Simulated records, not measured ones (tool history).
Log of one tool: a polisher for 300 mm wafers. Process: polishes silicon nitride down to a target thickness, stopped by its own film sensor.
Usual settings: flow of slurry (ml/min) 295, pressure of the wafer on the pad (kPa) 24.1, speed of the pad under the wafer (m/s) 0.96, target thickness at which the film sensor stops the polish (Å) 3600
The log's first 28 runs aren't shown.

run,hour,flow of slurry (ml/min),pressure of the wafer on the pad (kPa),speed of the pad under the wafer (m/s),target thickness at which the film sensor stops the polish (Å),wafers since the last listed run,wafers polished on this pad,hours since the slurry nozzle was cleaned,hours since the head pressure was calibrated,"incoming thickness of the incoming film, nm",time until the film sensor stopped the polish (s)
29,2050.1,400,21.4,0.74,3240,647,1896,540,727.6,552.2,179.8
30,2127.1,295,17.9,0.96,3600,478,2375,617,804.6,548.7,148.1
31,2181.8,295,24.1,1.28,4060,340,2715,671.7,859.3,540.3,63
# hour 2212.5: worn pad replaced by a new one
32,2254.1,390,24.1,0.8,3260,424,258,744,931.6,550.6,143.7
# hour 2306.6: slurry nozzle cleaned
# hour 2370.2: head pressure recalibrated
33,2373.4,295,24.1,0.96,3600,723,981,66.8,3.2,556.3,112.6
34,2465.7,230,24.1,1.06,4030,574,1555,159.1,95.5,551.9,81
35,2504.7,295,24.1,0.96,3600,242,1798,198.1,134.5,548.4,106.7
36,2552.3,295,24.1,0.96,3290,296,2094,245.7,182.1,552.8,130.1

Forecast each of these 4 alternatives for the next run:
A,2552.8,295,24.1,0.96,2940,3,2097,246.2,182.6,540.9,?
B,2552.8,295,18.6,1.2,3600,3,2097,246.2,182.6,540.9,?
C,2552.8,295,24.1,0.96,3080,3,2097,246.2,182.6,540.9,?
D,2552.8,240,27.6,0.66,2960,3,2097,246.2,182.6,540.9,?

run,time until the film sensor stopped the polish (s)
A,144.4
B,114.7
C,136.2
D,171.7
Without the tool's hidden state the same runs would have given:
run,time until the film sensor stopped the polish (s)
A,139.1
B,110.5
C,131.2
D,165.5
